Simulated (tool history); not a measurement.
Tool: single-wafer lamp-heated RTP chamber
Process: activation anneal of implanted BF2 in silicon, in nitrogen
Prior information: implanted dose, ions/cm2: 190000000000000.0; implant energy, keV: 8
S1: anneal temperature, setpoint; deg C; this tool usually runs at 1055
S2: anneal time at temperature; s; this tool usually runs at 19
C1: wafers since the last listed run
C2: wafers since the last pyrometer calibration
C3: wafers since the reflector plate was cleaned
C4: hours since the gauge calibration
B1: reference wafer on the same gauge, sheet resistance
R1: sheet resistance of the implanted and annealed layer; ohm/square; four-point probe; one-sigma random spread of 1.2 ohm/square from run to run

Run 1, hour 0.0: usual settings; C1 0; C2 1250; C3 4557; C4 273.1; B1 753.82. Result: R1 631.98 ohm/square.
Run 2, hour 14.0: usual settings; C1 241; C2 1491; C3 4799; C4 287.1; B1 754.57. Result: R1 630.11 ohm/square.
Run 3, hour 27.2: usual settings but S2 23 s; C1 227; C2 1719; C3 5026; C4 300.3; B1 754.17. Result: R1 625.92 ohm/square.
Run 4, hour 44.6: usual settings but S2 26 s; C1 300; C2 2019; C3 5327; C4 317.7; B1 754.02. Result: R1 620.00 ohm/square.
Run 5, hour 54.2: usual settings but S2 26 s; C1 165; C2 2185; C3 5492; C4 327.3; B1 753.93. Result: R1 618.43 ohm/square.
Run 6, hour 66.7: usual settings but S1 1038 deg C, S2 27 s; C1 215; C2 2401; C3 5708; C4 339.8; B1 754.33. Result: R1 628.72 ohm/square.
Run 7, hour 79.0: usual settings but S1 1038 deg C, S2 27 s; C1 212; C2 2613; C3 5920; C4 352.1; B1 754.66. Result: R1 626.49 ohm/square.
At hour 90.4: pyrometer window cleaned and pyrometer calibrated.
Run 8, hour 90.9: usual settings; C1 67; C2 7; C3 5987; C4 364.0; B1 754.10. Result: R1 628.42 ohm/square.
Run 9, hour 96.4: usual settings; C1 94; C2 102; C3 6082; C4 369.5; B1 754.12. Result: R1 630.08 ohm/square.
Run 10, hour 108.9: usual settings; C1 215; C2 318; C3 6298; C4 382.0; B1 754.01. Result: R1 628.00 ohm/square.
Run 11, hour 126.6: usual settings; C1 305; C2 623; C3 6603; C4 399.7; B1 753.68. Result: R1 631.05 ohm/square.
Run 12, hour 139.7: usual settings; C1 225; C2 849; C3 6829; C4 412.8; B1 754.00. Result: R1 626.70 ohm/square.
Run 13, hour 150.9: usual settings; C1 193; C2 1042; C3 7022; C4 424.0; B1 754.01. Result: R1 627.86 ohm/square.
Run 14, hour 162.2: usual settings but S1 1043 deg C; C1 194; C2 1237; C3 7217; C4 435.3; B1 754.06. Result: R1 634.43 ohm/square.
Run 15, hour 174.9: usual settings but S1 1079 deg C, S2 12 s; C1 219; C2 1456; C3 7436; C4 448.0; B1 754.65. Result: R1 632.23 ohm/square.
Run 16, hour 192.1: usual settings but S2 12 s; C1 296; C2 1753; C3 7733; C4 465.2; B1 754.31. Result: R1 640.74 ohm/square.
Run 17, hour 207.0: usual settings but S2 8 s; C1 257; C2 2010; C3 7990; C4 480.1; B1 754.15. Result: R1 648.55 ohm/square.
Run 18, hour 221.5: usual settings; C1 250; C2 2260; C3 8240; C4 494.6; B1 754.11. Result: R1 628.21 ohm/square.
At hour 242.4: reflector plate cleaned.
At hour 248.9: pyrometer window cleaned and pyrometer calibrated.
Run 19, hour 249.4: usual settings; C1 230; C2 7; C3 7; C4 522.5; B1 754.52. Result: R1 633.26 ohm/square.
Run 20, hour 249.8: usual settings; C1 6; C2 14; C3 14; C4 522.9; B1 753.99. Result: R1 629.72 ohm/square.
Run 21, hour 264.4: usual settings but S1 1081 deg C, S2 13 s; C1 251; C2 266; C3 266; C4 537.5; B1 754.85. Result: R1 629.89 ohm/square.
At hour 266.7: gauge calibrated.
Run 22, hour 271.6: usual settings but S1 1041 deg C, S2 15 s; C1 124; C2 390; C3 390; C4 4.9; B1 753.72. Result: R1 645.01 ohm/square.
Run 23, hour 281.6: usual settings but S2 9 s; C1 172; C2 563; C3 563; C4 14.9; B1 753.80. Result: R1 648.47 ohm/square.
Run 24, hour 295.4: usual settings but S2 27 s; C1 238; C2 801; C3 801; C4 28.7; B1 753.60. Result: R1 624.59 ohm/square.
Run 25, hour 306.2: usual settings but S1 1028 deg C; C1 186; C2 987; C3 987; C4 39.5; B1 753.90. Result: R1 645.81 ohm/square.
Run 26, hour 317.5: usual settings but S1 1035 deg C, S2 29 s; C1 194; C2 1182; C3 1182; C4 50.8; B1 754.49. Result: R1 632.09 ohm/square.
Run 27, hour 326.6: usual settings but S1 1076 deg C, S2 23 s; C1 156; C2 1339; C3 1339; C4 59.9; B1 753.42. Result: R1 616.67 ohm/square.
Run 28, hour 338.2: usual settings; C1 200; C2 1539; C3 1539; C4 71.5; B1 754.69. Result: R1 630.71 ohm/square.
Run 29, hour 350.9: usual settings; C1 219; C2 1758; C3 1758; C4 84.2; B1 754.23. Result: R1 629.66 ohm/square.
Run 30, hour 362.3: usual settings but S2 30 s; C1 196; C2 1955; C3 1955; C4 95.6; B1 753.53. Result: R1 620.18 ohm/square.
Run 31, hour 379.3: usual settings but S1 1066 deg C, S2 10 s; C1 293; C2 2248; C3 2248; C4 112.6; B1 754.00. Result: R1 640.53 ohm/square.
Run 32, hour 386.0: usual settings but S1 1038 deg C, S2 13 s; C1 115; C2 2364; C3 2364; C4 119.3; B1 754.57. Result: R1 651.64 ohm/square.
Run 33, hour 398.4: usual settings; C1 213; C2 2578; C3 2578; C4 131.7; B1 754.19. Result: R1 629.89 ohm/square.
Run 34, hour 404.8: usual settings but S1 1035 deg C, S2 29 s; C1 110; C2 2688; C3 2688; C4 138.1; B1 754.34. Result: R1 632.36 ohm/square.
Run 35, hour 416.8: usual settings but S1 1084 deg C, S2 25 s; C1 207; C2 2895; C3 2895; C4 150.1; B1 754.79. Result: R1 605.34 ohm/square.
At hour 426.2: pyrometer window cleaned and pyrometer calibrated.
Run 36, hour 429.7: usual settings; C1 84; C2 60; C3 2980; C4 163.0; B1 754.04. Result: R1 630.34 ohm/square.

Below are 5 alternative next runs, each starting from the tool's condition after run 36. Predict each:
Run A, hour 430.1: usual settings but S2 11 s; C1 6; C2 67; C3 2987; C4 163.4; B1 ?. Result: R1 ?.
Run B, hour 430.1: usual settings but S1 1067 deg C, S2 26 s; C1 6; C2 67; C3 2987; C4 163.4; B1 ?. Result: R1 ?.
Run C, hour 430.1: usual settings but S2 24 s; C1 6; C2 67; C3 2987; C4 163.4; B1 ?. Result: R1 ?.
Run D, hour 430.1: usual settings but S1 1047 deg C, S2 24 s; C1 6; C2 67; C3 2987; C4 163.4; B1 ?. Result: R1 ?.
Run E, hour 430.1: usual settings but S2 13 s; C1 6; C2 67; C3 2987; C4 163.4; B1 ?. Result: R1 ?.

run      B1      R1
  A  754.08  643.76
  B  754.08  614.25
  C  754.08  624.23
  D  754.08  628.68
  E  754.08  639.88
The same runs, with their run-to-run variation unchanged, on a tool lacking any hidden condition would have given:
run      R1
  A  645.07
  B  616.42
  C  626.09
  D  630.38
  E  641.25

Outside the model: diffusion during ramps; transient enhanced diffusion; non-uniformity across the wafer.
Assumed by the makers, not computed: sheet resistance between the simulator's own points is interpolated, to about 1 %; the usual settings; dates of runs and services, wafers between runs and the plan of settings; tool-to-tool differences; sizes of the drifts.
